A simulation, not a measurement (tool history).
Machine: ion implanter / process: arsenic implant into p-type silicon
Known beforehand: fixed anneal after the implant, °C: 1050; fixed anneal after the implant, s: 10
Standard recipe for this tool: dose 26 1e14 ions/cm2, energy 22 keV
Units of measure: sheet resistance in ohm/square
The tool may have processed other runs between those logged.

run	hour	dose	energy	read-back reference wafer on the same gauge, sheet resistance	sheet resistance
1	0	26	22	100.4	93.15
2	73.8	26	22	100.54	93.09
3	116.9	28.2	22	100.49	91.68
# hour 120: gauge calibrated
4	198.7	28.2	22	99.55	90.47
5	251.2	26	22	99.81	92.35
6	294.4	26	17.5	99.98	99.12
7	387.2	26	17.5	100.28	99.53
8	434.8	22.73	14.5	100.4	106.37
9	479.9	26	22	100.48	92.96
10	579.1	26	22	100.58	93.05
# hour 612.5: extraction supply calibrated
11	627.3	26	22	100.53	93.33
# hour 630.2: gauge calibrated
# hour 683.3: Faraday cup replaced and dose calibrated
12	732.7	30.91	29	99.59	80.7
13	785.6	26	20	99.88	95.26
14	846.3	21.29	25	100.08	93.52
15	886.5	26	19.5	100.18	96.53

Predict each of these 5 candidate next runs independently; none follows another, all start after run 15:
A	886.9	26	22	?	?
B	886.9	19.48	22	?	?
C	886.9	32.04	22	?	?
D	886.9	30.62	24.5	?	?
E	886.9	23.32	27.5	?	?

run	read-back reference wafer on the same gauge, sheet resistance	sheet resistance
A	100.23	93.01
B	100.23	100
C	100.23	89.32
D	100.23	86.77
E	100.23	88.63
Had the tool no hidden state, the same runs would have come out as:
run	sheet resistance
A	91.61
B	98.5
C	87.98
D	85.47
E	87.3
